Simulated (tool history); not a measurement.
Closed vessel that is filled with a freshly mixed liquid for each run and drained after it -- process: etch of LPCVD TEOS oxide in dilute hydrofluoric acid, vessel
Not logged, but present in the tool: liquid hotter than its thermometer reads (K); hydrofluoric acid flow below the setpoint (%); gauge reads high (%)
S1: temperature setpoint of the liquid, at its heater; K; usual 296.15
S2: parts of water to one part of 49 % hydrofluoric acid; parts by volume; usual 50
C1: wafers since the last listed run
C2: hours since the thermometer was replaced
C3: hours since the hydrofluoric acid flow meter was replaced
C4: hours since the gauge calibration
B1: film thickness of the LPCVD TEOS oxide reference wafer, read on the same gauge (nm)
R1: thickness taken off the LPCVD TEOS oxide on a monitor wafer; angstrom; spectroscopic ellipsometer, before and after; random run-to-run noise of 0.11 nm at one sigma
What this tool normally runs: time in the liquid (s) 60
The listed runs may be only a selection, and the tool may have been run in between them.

{"run": 1, "hour": 0.0, "S1": 296.15, "S2": 50, "time in the liquid (s)": 60, "C1": 0, "C2": 1051.3, "C3": 283.5, "C4": 146.6, "B1": 80.01, "R1": 344.0}
{"run": 2, "hour": 17.2, "S1": 296.15, "S2": 55, "time in the liquid (s)": 60, "C1": 2260, "C2": 1068.5, "C3": 300.7, "C4": 163.8, "B1": 80.0, "R1": 307.9}
{"run": 3, "hour": 34.2, "S1": 296.15, "S2": 55, "time in the liquid (s)": 60, "C1": 2234, "C2": 1085.5, "C3": 317.7, "C4": 180.8, "B1": 80.0, "R1": 309.5}
{"run": 4, "hour": 46.7, "S1": 296.15, "S2": 55, "time in the liquid (s)": 60, "C1": 1642, "C2": 1098.0, "C3": 330.2, "C4": 193.3, "B1": 79.99, "R1": 308.7}
{"run": 5, "hour": 54.1, "S1": 296.15, "S2": 40, "time in the liquid (s)": 60, "C1": 972, "C2": 1105.4, "C3": 337.6, "C4": 200.7, "B1": 79.99, "R1": 432.9}
{"run": 6, "hour": 61.2, "S1": 296.15, "S2": 40, "time in the liquid (s)": 60, "C1": 933, "C2": 1112.5, "C3": 344.7, "C4": 207.8, "B1": 80.03, "R1": 430.6}
{"run": 7, "hour": 74.8, "S1": 293.65, "S2": 50, "time in the liquid (s)": 60, "C1": 1787, "C2": 1126.1, "C3": 358.3, "C4": 221.4, "B1": 79.97, "R1": 306.4}
{"run": 8, "hour": 88.5, "S1": 293.65, "S2": 50, "time in the liquid (s)": 60, "C1": 1800, "C2": 1139.8, "C3": 372.0, "C4": 235.1, "B1": 79.99, "R1": 306.2}
{"run": 9, "hour": 101.7, "S1": 296.15, "S2": 50, "time in the liquid (s)": 60, "C1": 1734, "C2": 1153.0, "C3": 385.2, "C4": 248.3, "B1": 79.99, "R1": 342.0}
{"run": 10, "hour": 118.6, "S1": 296.15, "S2": 50, "time in the liquid (s)": 60, "C1": 2221, "C2": 1169.9, "C3": 402.1, "C4": 265.2, "B1": 79.99, "R1": 339.8}
{"run": 11, "hour": 135.5, "S1": 296.15, "S2": 50, "time in the liquid (s)": 60, "C1": 2221, "C2": 1186.8, "C3": 419.0, "C4": 282.1, "B1": 80.02, "R1": 340.1}
{"hour": 142.6, "done": "gauge calibrated"}
{"run": 12, "hour": 148.8, "S1": 296.15, "S2": 50, "time in the liquid (s)": 60, "C1": 1748, "C2": 1200.1, "C3": 432.3, "C4": 6.2, "B1": 80.0, "R1": 341.4}
{"hour": 152.6, "done": "thermometer replaced"}
{"run": 13, "hour": 165.3, "S1": 292.15, "S2": 50, "time in the liquid (s)": 60, "C1": 2037, "C2": 12.7, "C3": 448.8, "C4": 22.7, "B1": 80.02, "R1": 263.6}
{"run": 14, "hour": 173.3, "S1": 291.65, "S2": 70, "time in the liquid (s)": 60, "C1": 1051, "C2": 20.7, "C3": 456.8, "C4": 30.7, "B1": 80.0, "R1": 180.3}
{"run": 15, "hour": 180.1, "S1": 296.15, "S2": 50, "time in the liquid (s)": 60, "C1": 893, "C2": 27.5, "C3": 463.6, "C4": 37.5, "B1": 79.96, "R1": 313.5}
{"run": 16, "hour": 197.3, "S1": 298.65, "S2": 60, "time in the liquid (s)": 60, "C1": 2260, "C2": 44.7, "C3": 480.8, "C4": 54.7, "B1": 80.01, "R1": 283.9}
{"run": 17, "hour": 211.2, "S1": 296.15, "S2": 50, "time in the liquid (s)": 60, "C1": 1826, "C2": 58.6, "C3": 494.7, "C4": 68.6, "B1": 80.03, "R1": 310.9}
{"hour": 212.7, "done": "hydrofluoric acid flow meter replaced"}
{"run": 18, "hour": 254.4, "S1": 296.15, "S2": 70, "time in the liquid (s)": 60, "C1": 5546, "C2": 101.8, "C3": 41.7, "C4": 111.8, "B1": 80.0, "R1": 225.9}
{"run": 19, "hour": 266.8, "S1": 297.65, "S2": 75, "time in the liquid (s)": 85, "C1": 1629, "C2": 114.2, "C3": 54.1, "C4": 124.2, "B1": 79.97, "R1": 315.5}
{"run": 20, "hour": 277.7, "S1": 296.15, "S2": 50, "time in the liquid (s)": 45, "C1": 1432, "C2": 125.1, "C3": 65.0, "C4": 135.1, "B1": 80.0, "R1": 243.7}
{"run": 21, "hour": 287.9, "S1": 298.65, "S2": 50, "time in the liquid (s)": 30, "C1": 1340, "C2": 135.3, "C3": 75.2, "C4": 145.3, "B1": 80.0, "R1": 180.3}
{"run": 22, "hour": 299.7, "S1": 294.65, "S2": 70, "time in the liquid (s)": 60, "C1": 1550, "C2": 147.1, "C3": 87.0, "C4": 157.1, "B1": 80.0, "R1": 210.9}
{"run": 23, "hour": 315.9, "S1": 296.15, "S2": 50, "time in the liquid (s)": 60, "C1": 2129, "C2": 163.3, "C3": 103.2, "C4": 173.3, "B1": 80.01, "R1": 325.9}
{"run": 24, "hour": 333.0, "S1": 292.15, "S2": 25, "time in the liquid (s)": 60, "C1": 2247, "C2": 180.4, "C3": 120.3, "C4": 190.4, "B1": 80.03, "R1": 564.3}
{"run": 25, "hour": 349.9, "S1": 293.65, "S2": 50, "time in the liquid (s)": 70, "C1": 2221, "C2": 197.3, "C3": 137.2, "C4": 207.3, "B1": 79.98, "R1": 339.8}
{"run": 26, "hour": 363.4, "S1": 300.15, "S2": 75, "time in the liquid (s)": 60, "C1": 1774, "C2": 210.8, "C3": 150.7, "C4": 220.8, "B1": 80.01, "R1": 246.4}
{"run": 27, "hour": 374.7, "S1": 296.15, "S2": 50, "time in the liquid (s)": 60, "C1": 1485, "C2": 222.1, "C3": 162.0, "C4": 232.1, "B1": 80.0, "R1": 322.7}
{"run": 28, "hour": 382.8, "S1": 296.15, "S2": 50, "time in the liquid (s)": 60, "C1": 1064, "C2": 230.2, "C3": 170.1, "C4": 240.2, "B1": 80.01, "R1": 324.8}
{"run": 29, "hour": 392.3, "S1": 296.15, "S2": 50, "time in the liquid (s)": 60, "C1": 1248, "C2": 239.7, "C3": 179.6, "C4": 249.7, "B1": 79.97, "R1": 325.5}
{"run": 30, "hour": 406.3, "S1": 296.15, "S2": 50, "time in the liquid (s)": 60, "C1": 1840, "C2": 253.7, "C3": 193.6, "C4": 263.7, "B1": 80.01, "R1": 323.6}
{"hour": 423.6, "done": "gauge calibrated"}
{"run": 31, "hour": 448.4, "S1": 296.15, "S2": 30, "time in the liquid (s)": 50, "C1": 5533, "C2": 295.8, "C3": 235.7, "C4": 24.8, "B1": 80.01, "R1": 463.9}
{"run": 32, "hour": 462.2, "S1": 296.15, "S2": 50, "time in the liquid (s)": 60, "C1": 1813, "C2": 309.6, "C3": 249.5, "C4": 38.6, "B1": 79.98, "R1": 323.8}

The tool's hidden state at each run:
gauge reads high (%): 0 in every run
H1: liquid hotter than its thermometer reads (K)
H2: hydrofluoric acid flow below the setpoint (%)
run=1 H1=2.14 H2=2.3
run=2 H1=2.17 H2=2.43
run=3 H1=2.2 H2=2.55
run=4 H1=2.23 H2=2.65
run=5 H1=2.24 H2=2.7
run=6 H1=2.25 H2=2.75
run=7 H1=2.28 H2=2.86
run=8 H1=2.3 H2=2.96
run=9 H1=2.33 H2=3.06
run=10 H1=2.36 H2=3.18
run=11 H1=2.39 H2=3.31
run=12 H1=2.42 H2=3.41
run=13 H1=0.251 H2=3.53
run=14 H1=0.266 H2=3.59
run=15 H1=0.278 H2=3.64
run=16 H1=0.31 H2=3.77
run=17 H1=0.336 H2=3.88
run=18 H1=0.417 H2=0.4
run=19 H1=0.44 H2=0.492
run=20 H1=0.46 H2=0.574
run=21 H1=0.479 H2=0.65
run=22 H1=0.501 H2=0.738
run=23 H1=0.532 H2=0.859
run=24 H1=0.564 H2=0.987
run=25 H1=0.595 H2=1.11
run=26 H1=0.62 H2=1.21
run=27 H1=0.641 H2=1.3
run=28 H1=0.656 H2=1.36
run=29 H1=0.674 H2=1.43
run=30 H1=0.7 H2=1.53
run=31 H1=0.779 H2=1.85
run=32 H1=0.805 H2=1.95

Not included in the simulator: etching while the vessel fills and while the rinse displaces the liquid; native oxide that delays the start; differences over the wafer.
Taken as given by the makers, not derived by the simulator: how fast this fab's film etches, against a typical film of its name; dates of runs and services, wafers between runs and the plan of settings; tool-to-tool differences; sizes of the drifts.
